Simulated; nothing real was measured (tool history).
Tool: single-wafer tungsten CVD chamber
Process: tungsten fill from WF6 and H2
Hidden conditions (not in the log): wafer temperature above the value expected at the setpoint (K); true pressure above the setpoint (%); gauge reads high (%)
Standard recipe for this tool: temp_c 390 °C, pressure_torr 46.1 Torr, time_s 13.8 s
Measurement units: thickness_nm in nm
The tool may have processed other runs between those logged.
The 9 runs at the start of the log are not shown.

| run | day | temp_c | pressure_torr | time_s | wafers since the last listed run | hours since the last thermocouple change | hours since the last manometer calibration | hours since the showerhead was replaced | hours since the gauge calibration | read-back reference wafer on the same gauge, thickness_nm | thickness_nm |
|---|---|---|---|---|---|---|---|---|---|---|---|
| 10 | 8.9 | 390 | 46.1 | 13.8 | 196 | 2402.3 | 1578.7 | 4801.5 | 559.9 | 32.551 | 43.035 |
| 11 | 10.146 | 390 | 46.1 | 13.8 | 477 | 2432.2 | 1608.6 | 4831.4 | 589.8 | 32.475 | 43.475 |
| 12 | 11.438 | 390 | 46.1 | 13.8 | 494 | 2463.2 | 1639.6 | 4862.4 | 620.8 | 32.462 | 43.668 |
|  | 12.283 | thermocouple changed; heater temperature recalibrated |
| 13 | 12.304 | 390 | 46.1 | 13.8 | 204 | 0.5 | 1660.4 | 4883.2 | 641.6 | 32.513 | 40.349 |
| 14 | 13.267 | 390 | 46.1 | 13.8 | 368 | 23.6 | 1683.5 | 4906.3 | 664.7 | 32.477 | 40.221 |
|  | 13.604 | capacitance manometer re-zeroed and calibrated |
| 15 | 14.004 | 390 | 46.1 | 13.8 | 154 | 41.3 | 9.6 | 4924 | 682.4 | 32.518 | 40.817 |
| 16 | 14.742 | 390 | 46.1 | 13.8 | 282 | 59 | 27.3 | 4941.7 | 700.1 | 32.574 | 40.43 |
| 17 | 15.312 | 390 | 46.1 | 13.8 | 218 | 72.7 | 41 | 4955.4 | 713.8 | 32.474 | 40.199 |
| 18 | 16.767 | 404 | 49.5 | 12.3 | 556 | 107.6 | 75.9 | 4990.3 | 748.7 | 32.538 | 46.63 |
|  | 17.288 | showerhead replaced |
| 19 | 17.471 | 397 | 56.8 | 15.5 | 141 | 124.5 | 92.8 | 4.4 | 765.6 | 32.514 | 54.94 |
| 20 | 18.042 | 390 | 38 | 12.2 | 218 | 138.2 | 106.5 | 18.1 | 779.3 | 32.538 | 33.647 |
|  | 19.062 | gauge calibrated |
| 21 | 19.167 | 390 | 50.5 | 13.8 | 430 | 165.2 | 133.5 | 45.1 | 2.5 | 32.493 | 41.82 |
| 22 | 20.125 | 376 | 50.1 | 13.8 | 366 | 188.2 | 156.5 | 68.1 | 25.5 | 32.476 | 32.719 |
| 23 | 21.462 | 390 | 51.9 | 12.6 | 512 | 220.3 | 188.6 | 100.2 | 57.6 | 32.521 | 38.491 |
| 24 | 21.996 | 390 | 46.1 | 11.7 | 204 | 233.1 | 201.4 | 113 | 70.4 | 32.504 | 33.978 |
| 25 | 22.738 | 390 | 57.2 | 13.8 | 283 | 250.9 | 219.2 | 130.8 | 88.2 | 32.5 | 43.965 |
| 26 | 23.483 | 400 | 46.1 | 11.2 | 285 | 268.8 | 237.1 | 148.7 | 106.1 | 32.483 | 38.69 |
| 27 | 24.162 | 390 | 46.1 | 13.8 | 260 | 285.1 | 253.4 | 165 | 122.4 | 32.512 | 40.276 |
| 28 | 24.867 | 398 | 51.4 | 11.5 | 269 | 302 | 270.3 | 181.9 | 139.3 | 32.516 | 40.179 |
| 29 | 25.383 | 375 | 38.9 | 15.7 | 197 | 314.4 | 282.7 | 194.3 | 151.7 | 32.489 | 33.577 |
| 30 | 26.35 | 390 | 38.6 | 13.8 | 370 | 337.6 | 305.9 | 217.5 | 174.9 | 32.499 | 38.072 |
| 31 | 27.104 | 390 | 37 | 12 | 288 | 355.7 | 324 | 235.6 | 193 | 32.474 | 32.824 |
| 32 | 27.921 | 390 | 46.1 | 13.8 | 312 | 375.3 | 343.6 | 255.2 | 212.6 | 32.451 | 40.397 |
| 33 | 28.446 | 401 | 46.1 | 12.9 | 201 | 387.9 | 356.2 | 267.8 | 225.2 | 32.489 | 45.254 |

5 options for the next run, each taken on its own from the tool as it stands now. Forecast them:
| A | 28.462 | 390 | 46.1 | 13.8 | 6 | 388.3 | 356.6 | 268.2 | 225.6 | ? | ? |
| B | 28.462 | 390 | 39.3 | 13.8 | 6 | 388.3 | 356.6 | 268.2 | 225.6 | ? | ? |
| C | 28.462 | 383 | 55.4 | 15.5 | 6 | 388.3 | 356.6 | 268.2 | 225.6 | ? | ? |
| D | 28.462 | 390 | 41.3 | 16.3 | 6 | 388.3 | 356.6 | 268.2 | 225.6 | ? | ? |
| E | 28.462 | 394 | 54.9 | 16.1 | 6 | 388.3 | 356.6 | 268.2 | 225.6 | ? | ? |

| run | read-back reference wafer on the same gauge, thickness_nm | thickness_nm |
|---|---|---|
| A | 32.523 | 40.497 |
| B | 32.523 | 38.305 |
| C | 32.523 | 43.044 |
| D | 32.523 | 46.063 |
| E | 32.523 | 53.802 |
With no hidden state in the tool, these same runs would have given:
| run | thickness_nm |
|---|---|
| A | 40.363 |
| B | 38.178 |
| C | 42.895 |
| D | 45.91 |
| E | 53.625 |
